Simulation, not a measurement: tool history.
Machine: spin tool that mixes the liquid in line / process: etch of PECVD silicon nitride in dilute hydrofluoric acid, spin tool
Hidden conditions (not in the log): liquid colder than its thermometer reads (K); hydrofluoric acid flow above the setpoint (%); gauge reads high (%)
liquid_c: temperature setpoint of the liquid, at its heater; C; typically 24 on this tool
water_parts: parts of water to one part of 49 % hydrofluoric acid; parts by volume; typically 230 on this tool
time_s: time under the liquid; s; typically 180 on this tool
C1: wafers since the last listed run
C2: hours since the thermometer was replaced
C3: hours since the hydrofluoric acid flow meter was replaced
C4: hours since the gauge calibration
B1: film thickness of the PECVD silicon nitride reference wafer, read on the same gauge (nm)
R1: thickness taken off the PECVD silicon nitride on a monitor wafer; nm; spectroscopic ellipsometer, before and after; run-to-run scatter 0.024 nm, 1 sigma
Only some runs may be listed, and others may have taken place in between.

Run 1, hour 0.0: usual settings; C1 0; C2 1875.9; C3 653.7; C4 863.4; B1 79.976. Result: R1 1.193 nm.
Run 2, hour 69.9: usual settings; C1 383; C2 1945.8; C3 723.6; C4 933.3; B1 79.989. Result: R1 1.190 nm.
Run 3, hour 112.7: usual settings; C1 234; C2 1988.6; C3 766.4; C4 976.1; B1 80.010. Result: R1 1.177 nm.
Run 4, hour 155.3: usual settings; C1 233; C2 2031.2; C3 809.0; C4 1018.7; B1 79.993. Result: R1 1.219 nm.
Run 5, hour 219.2: usual settings but time_s 100 s; C1 350; C2 2095.1; C3 872.9; C4 1082.6; B1 79.996. Result: R1 0.680 nm.
Run 6, hour 289.1: usual settings; C1 383; C2 2165.0; C3 942.8; C4 1152.5; B1 79.993. Result: R1 1.235 nm.
Run 7, hour 337.3: usual settings; C1 264; C2 2213.2; C3 991.0; C4 1200.7; B1 79.986. Result: R1 1.218 nm.
Run 8, hour 401.3: usual settings; C1 351; C2 2277.2; C3 1055.0; C4 1264.7; B1 80.012. Result: R1 1.197 nm.
Run 9, hour 455.8: usual settings; C1 299; C2 2331.7; C3 1109.5; C4 1319.2; B1 80.017. Result: R1 1.204 nm.
Run 10, hour 517.6: usual settings; C1 339; C2 2393.5; C3 1171.3; C4 1381.0; B1 80.011. Result: R1 1.208 nm.
Run 11, hour 551.3: usual settings; C1 184; C2 2427.2; C3 1205.0; C4 1414.7; B1 79.966. Result: R1 1.178 nm.
At hour 558.9: hydrofluoric acid flow meter replaced.
At hour 616.4: gauge calibrated.
Run 12, hour 617.0: usual settings; C1 355; C2 2492.9; C3 58.1; C4 0.6; B1 80.011. Result: R1 1.232 nm.
Run 13, hour 652.8: usual settings; C1 196; C2 2528.7; C3 93.9; C4 36.4; B1 79.962. Result: R1 1.201 nm.
Run 14, hour 686.2: usual settings; C1 183; C2 2562.1; C3 127.3; C4 69.8; B1 80.000. Result: R1 1.216 nm.
Run 15, hour 739.8: usual settings; C1 294; C2 2615.7; C3 180.9; C4 123.4; B1 80.034. Result: R1 1.248 nm.
Run 16, hour 791.2: usual settings; C1 282; C2 2667.1; C3 232.3; C4 174.8; B1 79.965. Result: R1 1.173 nm.
Run 17, hour 844.5: usual settings; C1 292; C2 2720.4; C3 285.6; C4 228.1; B1 79.998. Result: R1 1.224 nm.

Run 18 has not been measured yet. What should we expect?
Run 18, hour 878.1: usual settings but water_parts 280 parts by volume, time_s 255 s; C1 184; C2 2754.0; C3 319.2; C4 261.7; B1 ?. Result: R1 ?.

{"run 18": {"B1": 79.999, "R1": 1.392}}
If the tool had no hidden condition, the same run with the same run-to-run variation would have returned R1 1.392 nm.

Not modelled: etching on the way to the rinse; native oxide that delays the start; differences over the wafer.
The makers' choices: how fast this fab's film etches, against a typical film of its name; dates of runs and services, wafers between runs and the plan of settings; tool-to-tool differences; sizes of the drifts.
